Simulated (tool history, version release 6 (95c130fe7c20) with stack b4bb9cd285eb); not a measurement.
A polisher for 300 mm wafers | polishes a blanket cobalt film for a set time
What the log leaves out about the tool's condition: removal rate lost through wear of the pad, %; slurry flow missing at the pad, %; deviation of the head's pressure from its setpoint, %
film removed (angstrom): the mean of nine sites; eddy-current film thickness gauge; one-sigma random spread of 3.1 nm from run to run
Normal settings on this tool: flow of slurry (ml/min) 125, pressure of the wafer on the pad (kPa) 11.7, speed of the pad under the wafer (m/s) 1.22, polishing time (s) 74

run	hour	flow of slurry (ml/min)	pressure of the wafer on the pad (kPa)	speed of the pad under the wafer (m/s)	polishing time (s)	wafers since the last listed run	wafers polished on this pad	hours since the slurry nozzle was cleaned	hours since the head pressure was calibrated	incoming thickness of the incoming film, nm	film removed (angstrom)
1	0	125	11.7	1.22	74	0	1453	49.2	151.3	1395.7	3404
2	50.5	125	11.7	1.22	74	631	2084	99.7	201.8	1395.7	3413
3	97.3	125	11.7	1.22	74	584	2669	146.5	248.6	1404.5	3325
# hour 128.5: worn pad replaced by a new one
4	151.8	125	11.7	1.22	74	631	291	201	303.1	1391.8	3519
5	200.6	125	11.7	1.22	74	609	901	249.8	351.9	1398.3	3439
# hour 411.4: worn pad replaced by a new one
6	476.4	125	11.7	1.22	74	3396	811	525.6	627.7	1405	3499
7	516.3	125	11.7	1.22	74	498	1310	565.5	667.6	1385.9	3491
8	569.9	125	11.7	1.22	74	669	1980	619.1	721.2	1407.8	3436

What does the tool deliver on the next run?
9	638.8	125	11.7	1.22	74	860	2841	688	790.1	1389.2	?

film removed (angstrom): 3355
If the tool had no hidden condition, the same run with the same run-to-run variation would have returned film removed (angstrom) 3562.
